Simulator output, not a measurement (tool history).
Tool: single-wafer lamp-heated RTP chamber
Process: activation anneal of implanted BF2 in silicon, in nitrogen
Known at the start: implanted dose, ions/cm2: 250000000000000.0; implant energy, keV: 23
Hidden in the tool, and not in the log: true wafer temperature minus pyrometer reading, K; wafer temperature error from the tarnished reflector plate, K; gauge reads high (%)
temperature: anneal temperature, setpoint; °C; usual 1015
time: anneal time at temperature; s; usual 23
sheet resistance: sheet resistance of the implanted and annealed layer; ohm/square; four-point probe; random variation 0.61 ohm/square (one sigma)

run    hour  temperature  time  wafers since the last listed run  wafers since the last pyrometer calibration  wafers since the reflector plate was cleaned  hours since the gauge calibration  read-back reference wafer on the same gauge, sheet resistance  sheet resistance
  1       0         1004    17                                 0                                         4878                                          3313                             1957.7                                                         404.06            412.76
  2    35.3         1015    23                               433                                         5311                                          3746                               1993                                                         404.04            410.53
       60.9  -- pyrometer window cleaned and pyrometer calibrated
  3    70.8         1015    23                               337                                          121                                          4084                             2028.5                                                         404.12            410.04
  4   105.7         1015    23                               428                                          549                                          4513                             2063.4                                                         404.11            412.23
  5   171.7         1015    23                               810                                         1359                                          5323                             2129.4                                                         404.24            411.97
  6   237.7         1015    23                               810                                         2170                                          6133                             2195.4                                                         404.36            410.83
  7   279.1         1015    23                               508                                         2678                                          6641                             2236.8                                                         404.16            411.07
  8   329.7         1015    15                               621                                         3299                                          7263                             2287.4                                                         404.36            412.97
  9   354.6         1015    15                               305                                         3605                                          7568                             2312.3                                                          404.4            412.96
 10   423.2         1015    23                               842                                         4447                                          8411                             2380.9                                                         404.31            410.55
 11   486.1         1015    23                               772                                         5219                                          9183                             2443.8                                                         404.39            410.71
      523.6  -- pyrometer window cleaned and pyrometer calibrated
 12   573.3         1015    23                               972                                          609                                         10155                               2531                                                         404.42            410.05
      588.9  -- gauge calibrated
 13   602.6         1015    23                               359                                          969                                         10515                               13.7                                                         396.02            402.64
 14   672.3         1015    23                               855                                         1825                                         11371                               83.4                                                         396.72            404.67
      681.8  -- reflector plate cleaned
 15   742.9         1015    23                               768                                         2593                                           750                                154                                                         397.27            403.65
 16   798.6          998    23                               683                                         3277                                          1434                              209.7                                                          397.8            405.06
 17   832.8         1015    23                               419                                         3697                                          1854                              243.9                                                         397.98            405.21
      936.7  -- pyrometer window cleaned and pyrometer calibrated
 18     942         1038    27                              1242                                           64                                          3096                              353.1                                                         398.77            402.29
 19   968.5         1033    34                               325                                          389                                          3422                              379.6                                                         398.84             400.5
 20  1007.9          996    13                               483                                          873                                          3905                                419                                                         399.19            408.62
 21  1045.9         1029    29                               466                                         1340                                          4372                                457                                                         399.45            403.92
 22  1115.4          988    23                               853                                         2193                                          5225                              526.5                                                         399.57            409.39
 23    1182         1015    23                               817                                         3011                                          6043                              593.1                                                         399.97            405.55
 24  1217.1          985    15                               430                                         3442                                          6474                              628.2                                                         400.07            410.26
 25  1276.9         1015    23                               734                                         4176                                          7208                                688                                                         400.19            407.21
 26  1335.1          996    14                               714                                         4890                                          7922                              746.2                                                          400.4               410
 27  1406.9         1015    23                               881                                         5772                                          8804                                818                                                         400.47            408.65
     1442.8  -- pyrometer window cleaned and pyrometer calibrated
 28  1462.8         1015    23                               588                                          245                                          9392                              873.9                                                         400.62            407.53
 29  1512.1          985    23                               605                                          851                                          9997                              923.2                                                         400.96            411.76
 30  1581.9          999    34                               856                                         1708                                         10854                                993                                                         401.26            406.82
 31  1622.9          994    23                               503                                         2211                                         11358                               1034                                                         401.42            410.07
 32  1647.4         1015    23                               300                                         2512                                         11658                             1058.5                                                         401.35            408.06
 33  1691.2          990    31                               537                                         3050                                         12196                             1102.3                                                         401.45            408.94
 34    1741         1037    16                               611                                         3661                                         12808                             1152.1                                                         401.66            408.63
 35  1811.4         1023    29                               864                                         4525                                         13672                             1222.5                                                         401.77            406.38
     1833.3  -- pyrometer window cleaned and pyrometer calibrated
 36    1840         1027    10                               252                                           82                                         13925                             1251.1                                                         401.75            412.87
 37  1884.5          989    33                               546                                          628                                         14471                             1295.6                                                         401.89            409.28

Forecast each of these 3 alternatives for the next run:
  A  1884.9         1015    23                                 4                                          633                                         14476                               1296                                                              ?                 ?
  B  1884.9         1015    17                                 4                                          633                                         14476                               1296                                                              ?                 ?
  C  1884.9         1000    12                                 4                                          633                                         14476                               1296                                                              ?                 ?

run  read-back reference wafer on the same gauge, sheet resistance  sheet resistance
  A                                                         401.88            408.87
  B                                                         401.88            410.43
  C                                                         401.88            412.05
Without the tool's hidden state the same runs would have given:
run  sheet resistance
  A            403.96
  B            405.49
  C             407.1
